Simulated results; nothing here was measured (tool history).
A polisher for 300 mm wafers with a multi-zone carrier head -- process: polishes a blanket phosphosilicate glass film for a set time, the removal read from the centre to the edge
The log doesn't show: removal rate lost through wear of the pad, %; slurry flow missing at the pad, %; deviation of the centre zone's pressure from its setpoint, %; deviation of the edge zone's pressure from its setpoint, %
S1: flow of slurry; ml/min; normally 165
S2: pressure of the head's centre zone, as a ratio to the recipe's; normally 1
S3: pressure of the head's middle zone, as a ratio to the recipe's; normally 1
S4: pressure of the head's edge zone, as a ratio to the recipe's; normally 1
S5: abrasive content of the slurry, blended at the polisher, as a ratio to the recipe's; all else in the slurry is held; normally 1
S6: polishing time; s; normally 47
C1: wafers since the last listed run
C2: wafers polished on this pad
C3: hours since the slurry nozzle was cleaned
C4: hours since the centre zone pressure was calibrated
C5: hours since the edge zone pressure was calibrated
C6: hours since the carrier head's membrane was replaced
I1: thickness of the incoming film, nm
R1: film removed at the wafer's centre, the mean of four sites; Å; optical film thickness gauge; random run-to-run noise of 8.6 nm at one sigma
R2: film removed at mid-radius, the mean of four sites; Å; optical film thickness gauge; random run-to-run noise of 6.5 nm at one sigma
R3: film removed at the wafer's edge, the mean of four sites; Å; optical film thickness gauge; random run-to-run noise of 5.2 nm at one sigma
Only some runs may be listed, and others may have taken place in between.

run,hour,S1,S2,S3,S4,S5,S6,C1,C2,C3,C4,C5,C6,I1,R1,R2,R3
1,0,165,1,0.95,1,1,53,0,2953,353.8,185.9,576.8,394,2870.3,6467,6339,6524
2,82.3,165,1,0.95,1,1,53,892,3846,436.1,268.2,659.1,476.3,2856.4,6476,6393,6429
# hour 105.5: carrier head's membrane replaced by a new one
3,126.6,165,1,0.95,1,1,53,426,4272,480.4,312.5,703.4,21.1,2883,6339,6316,6307
# hour 151.6: edge zone pressure recalibrated
# hour 159.9: worn pad replaced by a new one
# hour 187.8: slurry nozzle cleaned
4,201.9,165,1,1,1,1,47,740,444,14.1,387.8,50.3,96.4,2913.8,5244,5469,5396
5,275.2,165,1,1,1,0.8,47,794,1238,87.4,461.1,123.6,169.7,2895.8,4811,4996,4964
6,382.6,165,1,1,1,0.8,47,1164,2403,194.8,568.5,231,277.1,2874.3,4798,4970,4802
7,421.6,165,1,1,1,1,47,422,2825,233.8,607.5,270,316.1,2883.4,5156,5281,5179
8,502.9,165,1,1,1,1,47,881,3707,315.1,688.8,351.3,397.4,2875.2,4987,5067,5097
# hour 586.2: carrier head's membrane replaced by a new one
9,609.5,165,1,1,1,1,56,1101,4808,421.7,795.4,457.9,23.3,2900.2,5857,6095,5928
# hour 631.6: worn pad replaced by a new one, repeated, since the last time left the tool worse
10,673.7,165,1,1,1,1,56,652,455,485.9,859.6,522.1,87.5,2933.2,7008,7148,7137
11,742.6,165,1,1,1,1,47,746,1202,554.8,928.5,591,156.4,2914,5911,5980,5745
12,807,165,1,1.05,0.9,0.75,41,698,1900,619.2,992.9,655.4,220.8,2857.4,4558,4874,4372
# hour 856.6: slurry nozzle cleaned
13,900.4,165,1,1.05,1.08,1,47,1001,2902,43.8,1086.3,748.8,314.2,2900.7,5902,6002,5975
# hour 980.9: worn pad replaced by a new one
# hour 983.3: centre zone pressure recalibrated
# hour 989.2: edge zone pressure recalibrated
14,989.7,165,0.94,1,1,1,47,881,52,133.1,6.4,0.5,403.5,2872.3,5792,6191,6031
15,1056.6,165,0.89,1,1,1.25,47,725,777,200,73.3,67.4,470.4,2860.1,5779,6576,6409
# hour 1140.9: carrier head's membrane replaced by a new one
16,1153.6,165,1,1,1,1,47,997,1774,297,170.3,164.4,12.7,2916.6,5828,6017,5856
17,1248.4,210,0.89,0.9,1,0.9,47,1027,2802,391.8,265.1,259.2,107.5,2889.8,5282,5442,5781
18,1355.2,165,1,1,0.9,1,59,1157,3959,498.6,371.9,366,214.3,2845,7092,7332,6844
# hour 1399: worn pad replaced by a new one
19,1436.5,165,1.03,1,1,1,52,837,406,579.9,453.2,447.3,295.6,2944.9,7015,6628,6600
20,1485.3,190,0.92,1,1,1.1,59,528,935,628.7,502,496.1,344.4,2919.4,7256,8102,7841

Branching from run 20: 5 alternative next runs. What would each branch give?
A,1485.7,165,1,1,1,1,47,4,940,629.1,502.4,496.5,344.8,2924.1,?,?,?
B,1485.7,165,1,1,1,1,41,4,940,629.1,502.4,496.5,344.8,2924.1,?,?,?
C,1485.7,165,1.11,1,1,1,47,4,940,629.1,502.4,496.5,344.8,2924.1,?,?,?
D,1485.7,220,1,1,1.04,1,47,4,940,629.1,502.4,496.5,344.8,2924.1,?,?,?
E,1485.7,165,1,1,1,0.75,47,4,940,629.1,502.4,496.5,344.8,2924.1,?,?,?

run,R1,R2,R3
A,5979,6073,5974
B,5216,5298,5212
C,6642,6070,5974
D,6301,6365,6305
E,5392,5477,5387
With the hidden condition removed and each run's random variation left untouched, the same runs would have given:
run,R1,R2,R3
A,6064,6160,6059
B,5290,5373,5286
C,6736,6156,6059
D,6390,6456,6394
E,5468,5554,5464
